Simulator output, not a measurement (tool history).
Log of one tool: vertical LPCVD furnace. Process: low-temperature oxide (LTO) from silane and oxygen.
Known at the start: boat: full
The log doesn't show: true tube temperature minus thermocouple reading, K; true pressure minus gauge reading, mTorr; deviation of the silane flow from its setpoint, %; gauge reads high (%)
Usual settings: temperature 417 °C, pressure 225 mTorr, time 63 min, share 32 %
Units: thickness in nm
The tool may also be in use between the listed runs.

run	hour	temperature	pressure	time	share	wafers since the last listed run	hours since the last temperature calibration	hours since the pressure gauge was zeroed	hours since the silane flow controller was replaced	hours since the gauge calibration	read-back reference wafer on the same gauge, thickness	thickness
1	0	417	225	63	32	0	2664.2	2485.7	6551.1	431.9	597.83	555.57
2	107	417	225	63	32	1591	2771.2	2592.7	6658.1	538.9	597.43	554.17
3	203.8	417	225	63	32	1440	2868	2689.5	6754.9	635.7	598.22	554.96
4	245.1	417	225	63	37	614	2909.3	2730.8	6796.2	677	597.11	674.31
5	303.2	417	225	69.5	32	864	2967.4	2788.9	6854.3	735.1	597.78	611.76
6	404.4	417	225	69.5	32	1505	3068.6	2890.1	6955.5	836.3	597.25	612.52
7	483.8	417	225	55	32	1181	3148	2969.5	7034.9	915.7	598.1	487.13
# hour 515: silane flow controller replaced
8	579	417	225	55	32	1059	3243.2	3064.7	64	1010.9	598.32	484.42
9	648.9	417	225	55	32	1039	3313.1	3134.6	133.9	1080.8	597.58	486.21
10	735.7	421	225	63	32	1291	3399.9	3221.4	220.7	1167.6	597.66	580.8
# hour 803.7: pressure gauge zeroed
11	815.1	417	255	63	32	824	3479.3	11.4	300.1	1247	598.55	629.06
# hour 820.6: gauge calibrated
12	865.4	417	225	63	32	748	3529.6	61.7	350.4	44.8	597.71	557.08
13	962.6	424	195	43.5	32	1446	3626.8	158.9	447.6	142	597.35	358.98
14	1033.9	417	225	63	28	1060	3698.1	230.2	518.9	213.3	597.57	459.02
15	1073.4	417	225	63	32	587	3737.6	269.7	558.4	252.8	597.98	555.33
16	1122.5	417	280	63	32	730	3786.7	318.8	607.5	301.9	598.21	689
17	1225.6	417	270	87.5	32	1533	3889.8	421.9	710.6	405	597.81	924.35
# hour 1331: thermocouples replaced and temperature profile calibrated
18	1331.5	417	225	69.5	28	1218	0.5	527.8	816.5	510.9	597.69	507.75
19	1410.2	417	225	74.5	27	1170	79.2	606.5	895.2	589.6	598.09	513.22
20	1450.6	417	225	63	32	601	119.6	646.9	935.6	630	598.17	556.38
21	1507.9	417	225	63	34	852	176.9	704.2	992.9	687.3	598	602.79
22	1583.1	417	225	63	32	1118	252.1	779.4	1068.1	762.5	597.76	553.21
23	1670.6	417	225	86.5	32	1301	339.6	866.9	1155.6	850	598.11	762.91

Forecast each of these 3 alternatives for the next run:
A	1676	417	225	63	32	80	345	872.3	1161	855.4	?	?
B	1676	428	225	63	32	80	345	872.3	1161	855.4	?	?
C	1676	417	270	63	32	80	345	872.3	1161	855.4	?	?

run	read-back reference wafer on the same gauge, thickness	thickness
A	598.28	555.37
B	598.28	625.21
C	598.28	666.45
Without the tool's hidden state the same runs would have given:
run	thickness
A	555.37
B	625.21
C	666.45

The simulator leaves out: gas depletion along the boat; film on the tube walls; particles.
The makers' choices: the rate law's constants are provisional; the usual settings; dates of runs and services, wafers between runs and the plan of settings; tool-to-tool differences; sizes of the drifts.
